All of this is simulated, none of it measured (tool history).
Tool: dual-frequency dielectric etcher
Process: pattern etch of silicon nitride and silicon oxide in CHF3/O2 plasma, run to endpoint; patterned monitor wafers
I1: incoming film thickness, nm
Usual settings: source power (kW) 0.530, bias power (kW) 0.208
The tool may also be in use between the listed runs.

run 1 hour=0.0 | source_power_(kW)=0.530 bias_power_(kW)=0.208 | I1=227.4 | endpoint_time_(s)=147.8
run 2 hour=17.9 | source_power_(kW)=0.530 bias_power_(kW)=0.208 | I1=226.5 | endpoint_time_(s)=146.1
run 3 hour=37.2 | source_power_(kW)=0.530 bias_power_(kW)=0.196 | I1=227.1 | endpoint_time_(s)=149.3
run 4 hour=61.2 | source_power_(kW)=0.530 bias_power_(kW)=0.196 | I1=229.4 | endpoint_time_(s)=150.0
run 5 hour=73.3 | source_power_(kW)=0.500 bias_power_(kW)=0.180 | I1=227.7 | endpoint_time_(s)=155.0
run 6 hour=87.8 | source_power_(kW)=0.530 bias_power_(kW)=0.208 | I1=230.2 | endpoint_time_(s)=148.1
run 7 hour=102.5 | source_power_(kW)=0.530 bias_power_(kW)=0.221 | I1=227.2 | endpoint_time_(s)=142.4
-- hour=136.9 wet clean of the chamber
run 8 hour=137.9 | source_power_(kW)=0.530 bias_power_(kW)=0.191 | I1=229.9 | endpoint_time_(s)=160.7
run 9 hour=161.7 | source_power_(kW)=0.530 bias_power_(kW)=0.208 | I1=228.5 | endpoint_time_(s)=155.2
-- hour=179.4 bias power generator calibrated
-- hour=190.8 upper electrode replaced
run 10 hour=195.3 | source_power_(kW)=0.480 bias_power_(kW)=0.182 | I1=228.7 | endpoint_time_(s)=166.9
run 11 hour=216.4 | source_power_(kW)=0.620 bias_power_(kW)=0.175 | I1=229.2 | endpoint_time_(s)=151.9
-- hour=238.8 source power generator calibrated
run 12 hour=249.7 | source_power_(kW)=0.420 bias_power_(kW)=0.170 | I1=226.3 | endpoint_time_(s)=174.9
run 13 hour=278.5 | source_power_(kW)=0.530 bias_power_(kW)=0.160 | I1=228.9 | endpoint_time_(s)=165.0
run 14 hour=307.0 | source_power_(kW)=0.430 bias_power_(kW)=0.188 | I1=227.2 | endpoint_time_(s)=168.2
run 15 hour=331.3 | source_power_(kW)=0.530 bias_power_(kW)=0.191 | I1=229.7 | endpoint_time_(s)=154.9

Consider 3 possible next runs. They are alternatives, not a sequence: every one starts from the tool as it was left by run 15. What does each give?
run A hour=331.8 | source_power_(kW)=0.530 bias_power_(kW)=0.208 | I1=228.6 | endpoint_time_(s)=?
run B hour=331.8 | source_power_(kW)=0.570 bias_power_(kW)=0.183 | I1=228.6 | endpoint_time_(s)=?
run C hour=331.8 | source_power_(kW)=0.630 bias_power_(kW)=0.178 | I1=228.6 | endpoint_time_(s)=?

run=A endpoint_time_(s)=150.1
run=B endpoint_time_(s)=150.7
run=C endpoint_time_(s)=146.0
With the hidden condition removed and each run's random variation left untouched, the same runs would have given:
run=A endpoint_time_(s)=153.0
run=B endpoint_time_(s)=153.6
run=C endpoint_time_(s)=148.8
